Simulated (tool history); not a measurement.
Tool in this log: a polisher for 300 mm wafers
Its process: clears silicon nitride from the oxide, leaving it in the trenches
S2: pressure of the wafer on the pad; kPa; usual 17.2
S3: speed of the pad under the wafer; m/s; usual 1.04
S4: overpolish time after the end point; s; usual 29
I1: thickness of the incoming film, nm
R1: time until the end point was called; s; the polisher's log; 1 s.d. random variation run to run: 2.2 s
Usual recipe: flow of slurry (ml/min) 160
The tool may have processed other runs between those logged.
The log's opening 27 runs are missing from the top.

Run 28, hour 2322.1: usual settings but flow of slurry (ml/min) 115, S3 0.78 m/s, S4 20 s; I1 132.4. Result: R1 232.4 s.
Run 29, hour 2415.8: usual settings but flow of slurry (ml/min) 180, S3 1.26 m/s, S4 39 s; I1 136.8. Result: R1 152.5 s.
Run 30, hour 2465.4: usual settings but flow of slurry (ml/min) 175, S2 12.4 kPa, S3 1.30 m/s, S4 19 s; I1 134.8. Result: R1 203.1 s.
Run 31, hour 2542.7: usual settings but S2 12.4 kPa; I1 137.2. Result: R1 260.7 s.
Run 32, hour 2616.0: usual settings but flow of slurry (ml/min) 110, S2 15.2 kPa, S4 21 s; I1 134.8. Result: R1 239.8 s.
Run 33, hour 2657.8: usual settings but flow of slurry (ml/min) 180, S3 1.26 m/s, S4 39 s; I1 133.4. Result: R1 157.1 s.
Run 34, hour 2724.9: usual settings; I1 135.2. Result: R1 194.2 s.
At hour 2757.3: slurry nozzle cleaned.
Run 35, hour 2821.1: usual settings but flow of slurry (ml/min) 145, S2 22.8 kPa, S3 1.14 m/s, S4 40 s; I1 135.4. Result: R1 126.0 s.
Run 36, hour 2860.3: usual settings but flow of slurry (ml/min) 105, S4 43 s; I1 134.3. Result: R1 197.6 s.

Here are 4 independent what-if runs from the current tool condition. What would each one return?
Run A, hour 2860.8: usual settings; I1 136.2. Result: R1 ?.
Run B, hour 2860.8: usual settings but flow of slurry (ml/min) 210, S2 11.7 kPa, S3 0.78 m/s; I1 136.2. Result: R1 ?.
Run C, hour 2860.8: usual settings but flow of slurry (ml/min) 115, S2 11.0 kPa, S3 1.20 m/s, S4 22 s; I1 136.2. Result: R1 ?.
Run D, hour 2860.8: usual settings but S2 22.8 kPa, S3 0.90 m/s; I1 136.2. Result: R1 ?.

run     R1
  A  178.6
  B  313.6
  C  269.0
  D  151.7
Take away the tool's hidden state, keep each run's random variation, and the runs would have read:
run     R1
  A  175.1
  B  308.9
  C  261.6
  D  148.7
